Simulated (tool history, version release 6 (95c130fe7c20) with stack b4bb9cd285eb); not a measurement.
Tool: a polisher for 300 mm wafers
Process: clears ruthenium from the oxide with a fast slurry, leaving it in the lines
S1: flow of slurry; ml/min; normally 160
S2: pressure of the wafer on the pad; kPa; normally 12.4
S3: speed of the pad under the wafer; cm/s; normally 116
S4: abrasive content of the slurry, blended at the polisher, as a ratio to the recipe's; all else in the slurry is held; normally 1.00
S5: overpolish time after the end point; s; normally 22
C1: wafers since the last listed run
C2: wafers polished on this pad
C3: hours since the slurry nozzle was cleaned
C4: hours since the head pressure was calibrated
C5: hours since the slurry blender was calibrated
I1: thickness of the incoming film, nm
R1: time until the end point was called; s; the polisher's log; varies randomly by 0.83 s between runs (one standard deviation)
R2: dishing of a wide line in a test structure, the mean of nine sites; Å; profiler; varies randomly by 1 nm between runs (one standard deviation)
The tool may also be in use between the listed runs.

Run 1, hour 0.0: usual settings but S3 94 cm/s, S5 15 s; C1 0; C2 486; C3 455.1; C4 1267.1; C5 97.7; I1 289.0. Result: R1 95.9 s, R2 352 Å.
Run 2, hour 12.2: usual settings but S3 94 cm/s, S5 15 s; C1 73; C2 559; C3 467.3; C4 1279.3; C5 109.9; I1 295.4. Result: R1 97.8 s, R2 343 Å.
Run 3, hour 21.0: usual settings; C1 53; C2 613; C3 476.1; C4 1288.1; C5 118.7; I1 287.6. Result: R1 76.9 s, R2 582 Å.
At hour 28.0: slurry blender recalibrated.
Run 4, hour 28.5: usual settings; C1 33; C2 646; C3 483.6; C4 1295.6; C5 0.5; I1 296.3. Result: R1 76.6 s, R2 609 Å.
Run 5, hour 42.4: usual settings; C1 84; C2 730; C3 497.5; C4 1309.5; C5 14.4; I1 287.6. Result: R1 74.1 s, R2 622 Å.
Run 6, hour 60.3: usual settings; C1 108; C2 838; C3 515.4; C4 1327.4; C5 32.3; I1 294.0. Result: R1 77.3 s, R2 613 Å.
Run 7, hour 71.5: usual settings; C1 67; C2 906; C3 526.6; C4 1338.6; C5 43.5; I1 292.3. Result: R1 77.8 s, R2 593 Å.
Run 8, hour 83.9: usual settings but S5 19 s; C1 74; C2 981; C3 539.0; C4 1351.0; C5 55.9; I1 289.0. Result: R1 74.6 s, R2 524 Å.
Run 9, hour 91.8: usual settings but S5 19 s; C1 47; C2 1029; C3 546.9; C4 1358.9; C5 63.8; I1 296.6. Result: R1 78.8 s, R2 531 Å.
Run 10, hour 98.1: usual settings but S5 19 s; C1 38; C2 1067; C3 553.2; C4 1365.2; C5 70.1; I1 288.8. Result: R1 78.4 s, R2 535 Å.
Run 11, hour 106.9: usual settings but S1 140 ml/min; C1 53; C2 1120; C3 562.0; C4 1374.0; C5 78.9; I1 289.6. Result: R1 78.6 s, R2 581 Å.
Run 12, hour 121.9: usual settings but S4 1.15, S5 17 s; C1 90; C2 1211; C3 577.0; C4 1389.0; C5 93.9; I1 292.4. Result: R1 74.2 s, R2 478 Å.
Run 13, hour 130.9: usual settings; C1 54; C2 1265; C3 586.0; C4 1398.0; C5 102.9; I1 293.2. Result: R1 80.1 s, R2 590 Å.
At hour 138.7: head pressure recalibrated.
Run 14, hour 145.7: usual settings but S1 185 ml/min; C1 77; C2 1342; C3 600.8; C4 7.0; C5 117.7; I1 290.5. Result: R1 76.5 s, R2 596 Å.
At hour 150.8: slurry nozzle cleaned.
Run 15, hour 152.1: usual settings but S1 195 ml/min, S3 144 cm/s, S4 0.85, S5 16 s; C1 32; C2 1375; C3 1.3; C4 13.4; C5 124.1; I1 295.2. Result: R1 66.5 s, R2 534 Å.
At hour 157.1: slurry blender recalibrated.
Run 16, hour 158.5: usual settings but S1 175 ml/min; C1 26; C2 1402; C3 7.7; C4 19.8; C5 1.4; I1 291.6. Result: R1 74.2 s, R2 619 Å.
At hour 166.7: worn pad replaced by a new one.
Run 17, hour 174.0: usual settings; C1 69; C2 44; C3 23.2; C4 35.3; C5 16.9; I1 287.4. Result: R1 72.5 s, R2 602 Å.
Run 18, hour 185.0: usual settings but S1 130 ml/min, S2 15.2 kPa, S4 1.10; C1 66; C2 110; C3 34.2; C4 46.3; C5 27.9; I1 285.2. Result: R1 60.7 s, R2 721 Å.
Run 19, hour 194.3: usual settings but S4 1.15, S5 17 s; C1 56; C2 166; C3 43.5; C4 55.6; C5 37.2; I1 293.2. Result: R1 71.6 s, R2 512 Å.
Run 20, hour 206.8: usual settings; C1 75; C2 242; C3 56.0; C4 68.1; C5 49.7; I1 291.8. Result: R1 75.3 s, R2 588 Å.
Run 21, hour 216.6: usual settings but S1 125 ml/min; C1 59; C2 301; C3 65.8; C4 77.9; C5 59.5; I1 294.7. Result: R1 81.1 s, R2 586 Å.
Run 22, hour 223.6: usual settings; C1 42; C2 344; C3 72.8; C4 84.9; C5 66.5; I1 292.1. Result: R1 78.7 s, R2 603 Å.
Run 23, hour 240.9: usual settings but S1 185 ml/min, S3 154 cm/s, S4 1.10, S5 12 s; C1 104; C2 448; C3 90.1; C4 102.2; C5 83.8; I1 294.4. Result: R1 56.2 s, R2 467 Å.

Below, some changes in R1 between adjacent runs. For each, the amount present without the hidden state too (settings, incoming material, random variation) and the amount remaining for the hidden state with gauge scatter not shared by both compared results:
The hidden state here: removal rate lost through wear of the pad, %; slurry flow missing at the pad, %; deviation of the head's pressure from its setpoint, %; abrasive missing from the slurry, %.
Run 2 -> 3: S3 94 -> 116, S5 15 -> 22. R1 -20.9 s: hidden state -0.7, all else -20.2.
Run 3 -> 4: slurry blender recalibrated. R1 -0.3 s: hidden state -4.3, all else +4.0.
Run 15 -> 16: S1 195 -> 175, S3 144 -> 116, S4 0.85 -> 1.00, S5 16 -> 22, slurry blender recalibrated. R1 +7.7 s: hidden state -3.9, all else +11.6.
Run 22 -> 23: S1 160 -> 185, S3 116 -> 154, S4 1.00 -> 1.10, S5 22 -> 12. R1 -22.5 s: hidden state -0.4, all else -22.1.
